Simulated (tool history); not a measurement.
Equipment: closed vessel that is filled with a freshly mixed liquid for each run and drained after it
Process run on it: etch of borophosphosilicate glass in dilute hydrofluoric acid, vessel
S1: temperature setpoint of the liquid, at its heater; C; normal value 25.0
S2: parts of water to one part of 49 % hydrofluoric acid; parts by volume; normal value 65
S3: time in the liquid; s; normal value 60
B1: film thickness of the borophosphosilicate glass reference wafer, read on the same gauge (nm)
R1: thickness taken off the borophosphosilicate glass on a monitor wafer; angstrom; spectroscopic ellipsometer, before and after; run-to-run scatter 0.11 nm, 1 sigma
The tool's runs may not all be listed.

| run | hour | S1 | S2 | S3 | B1 | R1 |
|---|---|---|---|---|---|---|
| 1 | 0.0 | 25.0 | 65 | 60 | 100.02 | 295.1 |
| 2 | 8.0 | 25.0 | 65 | 60 | 100.02 | 294.8 |
| 3 | 19.6 | 25.0 | 65 | 60 | 100.01 | 294.1 |
| 4 | 33.0 | 25.0 | 65 | 60 | 99.99 | 295.2 |
| 5 | 40.3 | 25.0 | 65 | 50 | 100.00 | 246.0 |
| 6 | 75.7 | 25.0 | 65 | 50 | 100.00 | 245.9 |
| 7 | 88.0 | 25.0 | 65 | 60 | 100.01 | 294.5 |
| 8 | 105.4 | 25.0 | 65 | 75 | 99.98 | 367.7 |
| 9 | 117.6 | 25.0 | 65 | 75 | 100.02 | 365.8 |
| 10 | 127.6 | 25.0 | 65 | 75 | 100.01 | 367.9 |
| 11 | 140.6 | 23.5 | 55 | 60 | 100.02 | 328.2 |
|  | 142.2 | hydrofluoric acid flow meter replaced |
| 12 | 157.3 | 23.5 | 55 | 60 | 100.02 | 331.0 |
| 13 | 163.7 | 25.0 | 65 | 60 | 100.03 | 292.0 |
| 14 | 180.7 | 25.0 | 65 | 95 | 100.00 | 465.3 |
| 15 | 189.8 | 27.0 | 75 | 80 | 100.03 | 363.4 |
| 16 | 204.6 | 25.0 | 40 | 90 | 100.01 | 736.9 |
| 17 | 216.4 | 23.5 | 85 | 40 | 100.01 | 136.2 |
| 18 | 225.8 | 27.0 | 65 | 60 | 99.96 | 317.7 |
| 19 | 235.9 | 25.0 | 35 | 60 | 100.02 | 564.8 |
| 20 | 251.1 | 25.0 | 65 | 60 | 99.99 | 291.5 |
|  | 260.7 | thermometer replaced |
|  | 267.7 | gauge calibrated |
| 21 | 268.0 | 20.0 | 50 | 60 | 100.02 | 357.6 |
| 22 | 285.7 | 28.5 | 65 | 30 | 100.00 | 189.5 |
| 23 | 301.0 | 30.0 | 85 | 40 | 100.02 | 198.5 |
| 24 | 314.3 | 23.5 | 55 | 60 | 100.01 | 370.7 |
| 25 | 351.1 | 25.0 | 65 | 60 | 100.01 | 328.3 |

Table of differences, measured result less the result of that run with no hidden state. Run-to-run variation is the same in both. Gauge scatter possibly is not:
The hidden state here: liquid colder than its thermometer reads (K); hydrofluoric acid flow above the setpoint (%); gauge reads high (%).
| run | R1 |
|---|---|
| 1 | -36.3 |
| 2 | -36.4 |
| 3 | -36.6 |
| 4 | -36.9 |
| 5 | -30.8 |
| 6 | -31.3 |
| 7 | -37.5 |
| 8 | -47.3 |
| 9 | -47.2 |
| 10 | -47.6 |
| 11 | -43.5 |
| 12 | -44.2 |
| 13 | -38.4 |
| 14 | -61.5 |
| 15 | -47.0 |
| 16 | -100.1 |
| 17 | -18.3 |
| 18 | -42.0 |
| 19 | -78.3 |
| 20 | -39.5 |
| 21 | -1.3 |
| 22 | -0.8 |
| 23 | -0.9 |
| 24 | -2.0 |
| 25 | -2.3 |
